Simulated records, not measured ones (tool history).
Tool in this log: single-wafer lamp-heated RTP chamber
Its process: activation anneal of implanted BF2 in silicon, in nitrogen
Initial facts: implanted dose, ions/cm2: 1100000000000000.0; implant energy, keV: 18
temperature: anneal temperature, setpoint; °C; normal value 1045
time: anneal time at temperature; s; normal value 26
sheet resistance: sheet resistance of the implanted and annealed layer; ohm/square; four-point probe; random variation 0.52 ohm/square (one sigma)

run,hour,temperature,time,"read-back reference wafer on the same gauge, sheet resistance",sheet resistance
1,0,1023,35,151.92,145.87
# hour 4.3: pyrometer window cleaned and pyrometer calibrated
# hour 16.4: reflector plate cleaned
2,44.6,1023,35,152.02,150.48
3,92.1,1038,31,152.06,142.69
4,141.5,1045,15,151.99,151.23
5,208.3,1045,15,151.91,149.93
6,272.3,1045,26,152.09,140.51
7,361.3,1045,26,151.74,139.92
# hour 426: pyrometer window cleaned and pyrometer calibrated
8,426.5,1032,31,152.08,143.56
9,494.1,1032,31,151.75,143.65
10,520.5,1059,15,152.09,138.54
11,555.5,1067,26,152.17,123.45
12,605.2,1067,26,152.03,122.45
13,674,1026,26,151.96,151.08
14,737.3,1045,21,151.85,142.11
# hour 758: reflector plate cleaned
# hour 779.8: pyrometer window cleaned and pyrometer calibrated
15,780.3,1045,21,152,146.52
# hour 814.7: gauge calibrated
16,831.7,1045,21,152.11,145.61
17,858.2,1063,26,152.18,129.69
18,929.5,1063,26,151.98,128.52
19,967.6,1065,35,151.94,121.71
20,1013.5,1062,15,152.15,137.94
21,1081,1026,22,152.08,156.75
22,1114,1045,26,152.01,139.79
# hour 1151.3: pyrometer window cleaned and pyrometer calibrated
23,1183.5,1045,19,152.23,144.25
24,1247.7,1059,15,152.14,139.95
25,1302.8,1015,41,152.03,147.91
26,1346.9,1025,37,151.96,144.03
27,1374.2,1062,14,151.99,138.62
28,1413.1,1045,26,151.94,138.63
29,1463.8,1045,26,152.15,138.37
# hour 1496.1: reflector plate cleaned
# hour 1515.9: pyrometer window cleaned and pyrometer calibrated
30,1527.2,1045,17,152.12,151.79
31,1577.9,1056,15,151.86,144.08
32,1646.5,1026,21,151.95,159.41
33,1706.6,1045,26,152.04,140.91
34,1733.5,1045,10,151.72,158.71
# hour 1768.2: gauge calibrated
35,1779.3,1045,26,152.1,140.32
36,1824.6,1058,12,152.15,144.63
37,1883.1,1053,19,151.84,139.02

Predict each of these 3 candidate next runs independently; none follows another, all start after run 37:
A,1883.5,1031,26,?,?
B,1883.5,1025,26,?,?
C,1883.5,1059,26,?,?

run,"read-back reference wafer on the same gauge, sheet resistance",sheet resistance
A,151.91,148.64
B,151.91,152.69
C,151.91,129.29
Take away the tool's hidden state, keep each run's random variation, and the runs would have read:
run,sheet resistance
A,153.31
B,157.96
C,134.25

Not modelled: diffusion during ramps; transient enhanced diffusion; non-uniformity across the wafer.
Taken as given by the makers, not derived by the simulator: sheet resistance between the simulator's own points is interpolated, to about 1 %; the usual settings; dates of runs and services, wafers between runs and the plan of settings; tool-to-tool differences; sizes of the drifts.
